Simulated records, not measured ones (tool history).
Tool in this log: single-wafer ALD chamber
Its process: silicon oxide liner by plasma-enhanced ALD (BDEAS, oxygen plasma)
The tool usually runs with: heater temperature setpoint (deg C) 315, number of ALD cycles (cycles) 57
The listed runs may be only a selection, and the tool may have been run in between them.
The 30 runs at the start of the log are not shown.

run,day,heater temperature setpoint (deg C),number of ALD cycles (cycles),"read-back reference wafer on the same gauge, thickness_nm",mean film thickness on the monitor wafer (angstrom)
31,97.500,328,54,6.054,53.70
32,99.912,329,50,6.064,49.42
33,102.046,315,57,6.063,57.58
34,104.175,315,51,6.068,51.28
35,106.150,328,51,6.075,50.71
36,108.721,304,54,6.077,55.36
37,110.975,300,50,6.080,51.73
38,112.833,330,51,6.081,50.60
39,115.333,301,57,6.088,58.86
40,117.729,325,67,6.088,67.31
41,119.246,315,61,6.093,62.02
42,121.883,307,57,6.098,58.29
43,123.833,305,53,6.103,54.48
44,125.425,315,57,6.101,58.09
45,127.229,327,68,6.112,68.07
46,130.633,315,54,6.112,54.87

Consider 5 possible next runs. They are alternatives, not a sequence: every one starts from the tool as it was left by run 46. What does each give?
A,130.654,310,57,?,?
B,130.654,315,67,?,?
C,130.654,304,57,?,?
D,130.654,301,51,?,?
E,130.654,328,63,?,?

run,"read-back reference wafer on the same gauge, thickness_nm",mean film thickness on the monitor wafer (angstrom)
A,6.117,58.38
B,6.117,68.20
C,6.117,58.82
D,6.117,52.82
E,6.117,63.08
The same runs, with their run-to-run variation unchanged, on a tool lacking any hidden condition would have given:
run,mean film thickness on the monitor wafer (angstrom)
A,57.29
B,66.93
C,57.72
D,51.84
E,61.90
